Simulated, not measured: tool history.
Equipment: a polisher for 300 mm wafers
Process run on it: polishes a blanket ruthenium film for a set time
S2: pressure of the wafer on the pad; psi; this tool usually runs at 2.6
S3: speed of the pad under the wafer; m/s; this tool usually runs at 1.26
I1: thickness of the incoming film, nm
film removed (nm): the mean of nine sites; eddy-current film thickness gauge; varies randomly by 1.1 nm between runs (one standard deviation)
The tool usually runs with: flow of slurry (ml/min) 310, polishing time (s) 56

Run 1, day 0.000: usual settings but S2 2.3 psi; I1 531.1. Result: film removed (nm) 102.2.
At day 0.979: worn pad replaced by a new one.
Run 2, day 3.138: usual settings but S2 2.3 psi; I1 522.3. Result: film removed (nm) 101.5.
Run 3, day 5.542: usual settings but S2 2.3 psi; I1 535.4. Result: film removed (nm) 100.6.
At day 8.150: slurry nozzle cleaned.
Run 4, day 9.412: usual settings but polishing time (s) 40; I1 529.0. Result: film removed (nm) 84.5.
Run 5, day 12.550: usual settings but flow of slurry (ml/min) 280; I1 533.0. Result: film removed (nm) 115.5.
Run 6, day 15.454: usual settings but flow of slurry (ml/min) 280; I1 531.7. Result: film removed (nm) 112.5.
At day 17.250: worn pad replaced by a new one.
Run 7, day 17.604: usual settings but flow of slurry (ml/min) 280; I1 519.6. Result: film removed (nm) 113.2.
Run 8, day 21.596: usual settings; I1 532.1. Result: film removed (nm) 111.8.
At day 24.208: slurry nozzle cleaned.
At day 30.712: worn pad replaced by a new one.
Run 9, day 32.708: usual settings; I1 528.7. Result: film removed (nm) 114.5.
Run 10, day 35.896: usual settings; I1 526.0. Result: film removed (nm) 113.1.
Run 11, day 37.983: usual settings; I1 531.0. Result: film removed (nm) 112.5.
At day 38.379: head pressure recalibrated.
At day 39.938: slurry nozzle cleaned.
Run 12, day 40.317: usual settings but flow of slurry (ml/min) 390, S2 2.2 psi, S3 1.42 m/s, polishing time (s) 42; I1 530.3. Result: film removed (nm) 87.2.
Run 13, day 42.988: usual settings; I1 539.0. Result: film removed (nm) 115.3.
At day 44.988: worn pad replaced by a new one.
Run 14, day 53.583: usual settings but polishing time (s) 68; I1 530.6. Result: film removed (nm) 133.4.
At day 54.875: slurry nozzle cleaned.
Run 15, day 57.758: usual settings but S3 1.44 m/s; I1 528.6. Result: film removed (nm) 132.4.
At day 58.562: worn pad replaced by a new one.
Run 16, day 59.812: usual settings but flow of slurry (ml/min) 345, S2 3.4 psi, S3 1.66 m/s; I1 529.2. Result: film removed (nm) 190.6.
Run 17, day 63.296: usual settings; I1 531.4. Result: film removed (nm) 112.1.
Run 18, day 66.733: usual settings but flow of slurry (ml/min) 395, S2 3.2 psi, S3 0.92 m/s, polishing time (s) 49; I1 532.5. Result: film removed (nm) 86.4.
At day 68.462: slurry nozzle cleaned.
Run 19, day 69.912: usual settings but flow of slurry (ml/min) 380, S2 3.2 psi, S3 1.50 m/s, polishing time (s) 68; I1 530.7. Result: film removed (nm) 204.6.
Run 20, day 72.321: usual settings but flow of slurry (ml/min) 240, polishing time (s) 40; I1 524.0. Result: film removed (nm) 79.3.
At day 72.917: worn pad replaced by a new one.
Run 21, day 73.992: usual settings but flow of slurry (ml/min) 260, S2 3.4 psi, S3 1.02 m/s; I1 525.8. Result: film removed (nm) 112.9.

The same runs without the tool's hidden state, with the same run-to-run variation:
Unlogged tool condition in this case: removal rate lost through wear of the pad, %; slurry flow missing at the pad, %; deviation of the head's pressure from its setpoint, %.
run  film removed (nm)
  1              106.1
  2              106.1
  3              105.4
  4               85.3
  5              118.7
  6              117.0
  7              118.4
  8              117.1
  9              119.1
 10              118.4
 11              118.0
 12               87.7
 13              117.9
 14              140.4
 15              135.8
 16              196.9
 17              117.6
 18               90.4
 19              206.8
 20               81.9
 21              117.3

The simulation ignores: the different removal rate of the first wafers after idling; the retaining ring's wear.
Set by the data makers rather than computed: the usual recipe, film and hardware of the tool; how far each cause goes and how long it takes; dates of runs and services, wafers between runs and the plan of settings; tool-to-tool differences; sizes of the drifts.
